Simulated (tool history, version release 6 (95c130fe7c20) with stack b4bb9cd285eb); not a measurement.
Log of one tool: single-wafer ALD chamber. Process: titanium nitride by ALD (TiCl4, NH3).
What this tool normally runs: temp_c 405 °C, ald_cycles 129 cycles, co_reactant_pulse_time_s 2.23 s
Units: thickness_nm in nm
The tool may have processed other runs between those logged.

run,hour,temp_c,ald_cycles,co_reactant_pulse_time_s,wafers since the last listed run,hours since the last thermocouple change,hours since the showerhead was replaced,hours since the gauge calibration,"read-back reference wafer on the same gauge, thickness_nm",thickness_nm
1,0,393,129,1.79,0,1290.8,6655.1,1773.7,2.733,2.459
# hour 0.2: gauge calibrated
2,78.2,405,129,2.23,193,1369,6733.3,78,2.794,2.579
3,169.1,405,129,2.23,224,1459.9,6824.2,168.9,2.783,2.578
4,210.2,405,129,2.23,101,1501,6865.3,210,2.782,2.571
5,310.5,405,129,2.23,247,1601.3,6965.6,310.3,2.772,2.554
6,404.1,415,129,2.23,231,1694.9,7059.2,403.9,2.765,2.571
7,491.6,415,129,2.23,216,1782.4,7146.7,491.4,2.761,2.569
8,568.4,405,148,2.23,189,1859.2,7223.5,568.2,2.755,2.915
9,663.4,405,112,2.23,234,1954.2,7318.5,663.2,2.752,2.204
10,729.1,405,143,2.23,162,2019.9,7384.2,728.9,2.746,2.819
11,805.1,405,143,2.23,187,2095.9,7460.2,804.9,2.746,2.818
12,901.2,405,129,2.23,237,2192,7556.3,901,2.743,2.541
13,978,405,129,2.23,189,2268.8,7633.1,977.8,2.74,2.537
14,1046.4,405,129,2.23,169,2337.2,7701.5,1046.2,2.738,2.524
15,1107.4,405,113,2.23,150,2398.2,7762.5,1107.2,2.735,2.218
16,1183.5,405,151,1.69,188,2474.3,7838.6,1183.3,2.736,2.914
17,1220.5,405,129,2.23,91,2511.3,7875.6,1220.3,2.736,2.527
# hour 1269.4: showerhead replaced
18,1472.9,405,146,2.23,603,2763.7,203.5,1472.7,2.735,2.858
19,1522.6,398,129,1.8,122,2813.4,253.2,1522.4,2.729,2.482
20,1596,398,120,2.23,181,2886.8,326.6,1595.8,2.73,2.329
21,1665.2,405,129,3.07,170,2956,395.8,1665,2.73,2.554
22,1706,412,149,2.64,100,2996.8,436.6,1705.8,2.729,2.936
# hour 1836: gauge calibrated
# hour 1860.9: thermocouple changed; heater temperature recalibrated
23,1947.6,415,120,2.23,577,86.7,678.2,111.6,2.787,2.4
24,2050.1,396,112,1.98,253,189.2,780.7,214.1,2.773,2.2
25,2134.2,405,129,2.23,207,273.3,864.8,298.2,2.769,2.561
26,2174.7,412,129,2.23,100,313.8,905.3,338.7,2.763,2.564
27,2248.5,405,129,2.23,182,387.6,979.1,412.5,2.759,2.552
28,2464.8,398,129,2.86,534,603.9,1195.4,628.8,2.75,2.563

Branching from run 28: 4 alternative next runs. What would each branch give?
A,2465.5,405,129,2.23,1,604.6,1196.1,629.5,?,?
B,2465.5,411,119,2.61,1,604.6,1196.1,629.5,?,?
C,2465.5,410,129,2.23,1,604.6,1196.1,629.5,?,?
D,2465.5,417,129,2.23,1,604.6,1196.1,629.5,?,?

run,"read-back reference wafer on the same gauge, thickness_nm",thickness_nm
A,2.748,2.537
B,2.748,2.36
C,2.748,2.542
D,2.748,2.548
With no hidden state in the tool, these same runs would have given:
run,thickness_nm
A,2.595
B,2.414
C,2.599
D,2.605
